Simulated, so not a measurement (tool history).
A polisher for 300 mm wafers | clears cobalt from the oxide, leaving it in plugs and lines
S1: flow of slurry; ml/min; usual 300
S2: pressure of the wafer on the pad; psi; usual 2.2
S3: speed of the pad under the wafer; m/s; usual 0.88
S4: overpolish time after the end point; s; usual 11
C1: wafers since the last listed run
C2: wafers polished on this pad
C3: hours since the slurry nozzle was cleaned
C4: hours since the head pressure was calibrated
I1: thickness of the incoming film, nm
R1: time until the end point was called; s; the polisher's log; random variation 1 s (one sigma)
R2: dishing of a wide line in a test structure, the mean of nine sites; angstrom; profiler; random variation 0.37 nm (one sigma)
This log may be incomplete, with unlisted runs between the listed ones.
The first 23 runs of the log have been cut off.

run   hour   S1   S2    S3  S4   C1    C2     C3     C4     I1    R1   R2
 24  311.6  230  2.2  0.88  11  136  1125  199.5   28.3  279.6  64.5  312
     327.3  -- worn pad replaced by a new one
 25  327.8  300  2.2  0.88  11  126     5  215.7   44.5  277.5  54.8  345
 26  332.5  375  2.2  0.88  16   48    54  220.4   49.2  274.1  52.9  426
 27  347.4  300  2.2  0.88  11  153   208  235.3   64.1  278.1  56.8  331
 28  355.4  300  2.2  0.88  14   82   290  243.3   72.1  283.4  60.1  388
 29  364.3  390  1.7  1.00   9   91   382  252.2   81.0  281.7  68.5  262
 30  377.1  215  2.2  1.10  16  132   515  265.0   93.8  278.8  50.7  441
 31  390.2  300  2.2  1.12  11  135   650  278.1  106.9  283.5  48.9  369
 32  400.7  300  1.7  1.12  11  108   759  288.6  117.4  281.9  62.2  319
 33  413.4  345  2.2  0.88  18  131   890  301.3  130.1  275.0  58.6  428
 34  426.6  300  1.7  1.14   8  136  1026  314.5  143.3  283.3  62.2  255
 35  433.2  300  2.7  0.88   7   68  1094  321.1  149.9  275.7  49.9  271
     441.8  -- worn pad replaced by a new one
 36  466.1  360  2.2  0.88   8  298   251  354.0  182.8  282.0  57.8  269

Predict each of these 3 candidate next runs independently; none follows another, all start after run 36:
  A  466.5  300  2.2  0.88   7   4  255  354.4  183.2  285.6   ?   ?
  B  466.5  375  2.7  1.02   9   4  255  354.4  183.2  285.6   ?   ?
  C  466.5  365  2.8  0.78   7   4  255  354.4  183.2  285.6   ?   ?

run    R1   R2
  A  61.3  239
  B  42.3  366
  C  53.4  265
Stripped of hidden state, with their random variation kept, the same runs would have yielded:
run    R1   R2
  A  56.1  255
  B  38.7  385
  C  48.9  282
